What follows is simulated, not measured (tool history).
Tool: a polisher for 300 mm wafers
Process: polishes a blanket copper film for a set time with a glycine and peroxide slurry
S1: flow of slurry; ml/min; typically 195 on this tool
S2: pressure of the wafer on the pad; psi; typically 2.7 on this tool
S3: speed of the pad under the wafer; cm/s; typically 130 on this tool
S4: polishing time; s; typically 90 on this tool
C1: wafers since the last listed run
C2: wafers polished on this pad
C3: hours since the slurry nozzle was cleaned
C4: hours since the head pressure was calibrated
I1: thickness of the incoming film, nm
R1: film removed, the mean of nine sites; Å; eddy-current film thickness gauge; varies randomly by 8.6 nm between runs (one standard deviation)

run   hour   S1   S2   S3   S4   C1    C2     C3      C4      I1    R1
  1    0.0  195  2.7  130   90    0   288  350.7   767.2  1725.2  6216
  2   46.1  195  2.7  130   90  374   663  396.8   813.3  1739.9  6125
  3   87.2  195  2.7  130   90  333   997  437.9   854.4  1733.2  6285
  4  161.4  195  2.7  130   90  602  1600  512.1   928.6  1721.2  6139
     181.6  -- worn pad replaced by a new one
     208.5  -- slurry nozzle cleaned
  5  232.9  195  2.7  130   90  540   408   24.4  1000.1  1716.5  6107
  6  331.9  195  2.7  130   90  804  1213  123.4  1099.1  1724.1  6072
  7  379.1  195  2.7  130   90  383  1596  170.6  1146.3  1738.3  6205
  8  447.5  195  2.7  130   90  555  2152  239.0  1214.7  1723.0  6198
     463.6  -- worn pad replaced by a new one
  9  527.1  195  2.7  130   90  614   516  318.6  1294.3  1753.7  6206
 10  633.2  195  2.7  156  106  862  1378  424.7  1400.4  1746.2  8580
 11  673.5  195  2.7   92   90  327  1705  465.0  1440.7  1743.3  4547
     681.5  -- slurry nozzle cleaned
     684.8  -- worn pad replaced by a new one
     699.7  -- head pressure recalibrated
 12  749.6  195  2.7  130   90  566   510   68.1    49.9  1735.0  6045
 13  837.0  225  2.1  130   90  710  1220  155.5   137.3  1719.7  5097

Predict the results of run 14:
 14  902.5  195  3.3  130  72  532  1752  221.0  202.8  1694.7   ?

{"run 14": {"R1": 5794}}
Minus the tool's unlogged condition, the same run would have read R1 5794 Å.
